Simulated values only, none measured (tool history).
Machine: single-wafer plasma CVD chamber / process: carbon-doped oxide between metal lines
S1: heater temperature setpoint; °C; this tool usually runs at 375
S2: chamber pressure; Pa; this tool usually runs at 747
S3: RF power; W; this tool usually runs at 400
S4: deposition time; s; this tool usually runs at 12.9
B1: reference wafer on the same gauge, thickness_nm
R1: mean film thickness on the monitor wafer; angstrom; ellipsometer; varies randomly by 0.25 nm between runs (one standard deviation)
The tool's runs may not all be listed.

run    hour   S1   S2   S3    S4      B1      R1
  1     0.0  375  747  400  12.9  58.520  588.83
       19.2  -- thermocouple changed; heater temperature recalibrated
  2    25.8  375  747  400  12.9  58.591  603.10
  3    89.2  375  747  400  12.9  58.441  598.02
      125.2  -- showerhead replaced
  4   139.7  370  747  400  12.9  58.553  601.30
  5   190.2  375  747  400  12.9  58.625  598.05
  6   259.0  375  747  400  12.9  58.516  599.75
  7   283.6  364  747  400  12.9  58.588  615.10
      368.0  -- capacitance manometer re-zeroed and calibrated
  8   414.7  361  747  400  12.9  58.513  622.16
      449.0  -- gauge calibrated
  9   458.4  379  747  375  12.1  58.584  541.75
 10   526.7  383  913  365  10.7  58.504  479.36
 11   581.9  361  747  400  12.9  58.546  621.64
 12   638.0  375  747  400  11.5  58.577  537.60
 13   705.0  375  747  400  12.9  58.509  595.95
      731.6  -- RF generator calibrated
 14   739.3  375  795  400  12.9  58.507  605.35
 15   766.2  364  747  400  12.1  58.362  581.53
 16   835.3  375  747  470  12.9  58.572  651.99
 17   871.0  375  747  400  14.2  58.482  660.88
 18   924.9  375  747  400  12.9  58.541  599.39
 19   950.1  375  747  475  12.9  58.514  654.70
 20  1010.2  375  747  400  12.9  58.561  602.77
 21  1041.0  364  747  365  12.9  58.505  590.02
 22  1068.2  371  899  345  14.2  58.383  626.78
 23  1121.1  366  911  400  12.9  58.511  622.93
 24  1158.6  375  672  340  12.9  58.567  540.11
 25  1223.2  375  747  400  12.9  58.493  598.20
 26  1250.4  375  747  400  12.9  58.542  599.63
 27  1310.8  390  925  400  14.3  58.579  653.25
 28  1340.4  375  675  400  12.9  58.533  587.16
 29  1374.9  370  833  400  12.9  58.422  612.84

4 ways to go on from here, each from the tool as it stands after run 29. What would each give?
  A  1375.3  375  747  400  12.9   ?   ?
  B  1375.3  366  635  450  14.9   ?   ?
  C  1375.3  375  747  480  11.0   ?   ?
  D  1375.3  365  865  340  14.4   ?   ?

run      B1      R1
  A  58.669  598.26
  B  58.669  725.32
  C  58.669  559.25
  D  58.669  645.05
Without the tool's unlogged condition, the same runs would have read:
run      R1
  A  601.30
  B  729.43
  C  562.09
  D  648.72
